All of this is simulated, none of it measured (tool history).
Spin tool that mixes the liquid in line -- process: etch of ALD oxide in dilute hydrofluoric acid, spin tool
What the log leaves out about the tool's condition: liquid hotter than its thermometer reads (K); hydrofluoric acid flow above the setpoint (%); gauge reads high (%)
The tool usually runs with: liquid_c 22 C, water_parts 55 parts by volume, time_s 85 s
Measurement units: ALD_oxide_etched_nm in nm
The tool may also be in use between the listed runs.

| run | day | liquid_c | water_parts | time_s | wafers since the last listed run | hours since the thermometer was replaced | hours since the hydrofluoric acid flow meter was replaced | hours since the gauge calibration | read-back film thickness of the ALD oxide reference wafer, read on the same gauge (nm) | ALD_oxide_etched_nm |
|---|---|---|---|---|---|---|---|---|---|---|
| 1 | 0 | 23 | 55 | 85 | 0 | 223.6 | 2424.3 | 226.5 | 80.02 | 48.18 |
| 2 | 1.138 | 23 | 55 | 85 | 293 | 250.9 | 2451.6 | 253.8 | 80 | 48.39 |
| 3 | 2.571 | 22 | 55 | 85 | 369 | 285.3 | 2486 | 288.2 | 80 | 46.2 |
| 4 | 3.792 | 22 | 55 | 85 | 314 | 314.6 | 2515.3 | 317.5 | 79.96 | 45.53 |
| 5 | 4.533 | 22 | 55 | 85 | 191 | 332.4 | 2533.1 | 335.3 | 79.98 | 46.37 |
| 6 | 5.458 | 22 | 55 | 100 | 238 | 354.6 | 2555.3 | 357.5 | 79.98 | 54.6 |
| 7 | 6.808 | 22 | 55 | 85 | 348 | 387 | 2587.7 | 389.9 | 80.02 | 45.97 |
|  | 7.888 | hydrofluoric acid flow meter replaced |
| 8 | 8.162 | 22 | 55 | 85 | 338 | 419.5 | 6.6 | 422.4 | 80.03 | 40.53 |
| 9 | 8.75 | 22 | 55 | 85 | 151 | 433.6 | 20.7 | 436.5 | 79.98 | 40.49 |
| 10 | 9.267 | 26.5 | 75 | 105 | 133 | 446 | 33.1 | 448.9 | 79.98 | 43.37 |
| 11 | 10.346 | 22 | 35 | 85 | 278 | 471.9 | 59 | 474.8 | 80.01 | 65.76 |
| 12 | 11.712 | 22 | 55 | 85 | 352 | 504.7 | 91.8 | 507.6 | 80.01 | 40.57 |
|  | 13.825 | gauge calibrated |
| 13 | 15.042 | 18.5 | 25 | 115 | 858 | 584.6 | 171.7 | 29.2 | 79.99 | 109.39 |
|  | 15.354 | thermometer replaced |
| 14 | 15.646 | 22 | 55 | 85 | 145 | 7 | 186.2 | 43.7 | 80 | 40.86 |
| 15 | 16.221 | 22 | 55 | 85 | 148 | 20.8 | 200 | 57.5 | 80.01 | 40.34 |
| 16 | 16.996 | 24.5 | 30 | 35 | 199 | 39.4 | 218.6 | 76.1 | 79.96 | 35.87 |
| 17 | 18.038 | 24 | 45 | 85 | 268 | 64.4 | 243.6 | 101.1 | 79.96 | 54.94 |
| 18 | 21.529 | 23.5 | 30 | 85 | 900 | 148.2 | 327.4 | 184.9 | 79.99 | 82.91 |

Below are 4 alternative next runs, each starting from the tool's condition after run 18. Predict each:
| A | 21.546 | 22 | 55 | 85 | 4 | 148.6 | 327.8 | 185.3 | ? | ? |
| B | 21.546 | 22 | 75 | 70 | 4 | 148.6 | 327.8 | 185.3 | ? | ? |
| C | 21.546 | 22 | 45 | 115 | 4 | 148.6 | 327.8 | 185.3 | ? | ? |
| D | 21.546 | 22 | 55 | 55 | 4 | 148.6 | 327.8 | 185.3 | ? | ? |

| run | read-back film thickness of the ALD oxide reference wafer, read on the same gauge (nm) | ALD_oxide_etched_nm |
|---|---|---|
| A | 79.97 | 41.52 |
| B | 79.97 | 24.48 |
| C | 79.97 | 69.53 |
| D | 79.97 | 26.87 |
What these runs would have given with no unlogged condition in the tool:
| run | ALD_oxide_etched_nm |
|---|---|
| A | 40.65 |
| B | 23.95 |
| C | 68.08 |
| D | 26.3 |

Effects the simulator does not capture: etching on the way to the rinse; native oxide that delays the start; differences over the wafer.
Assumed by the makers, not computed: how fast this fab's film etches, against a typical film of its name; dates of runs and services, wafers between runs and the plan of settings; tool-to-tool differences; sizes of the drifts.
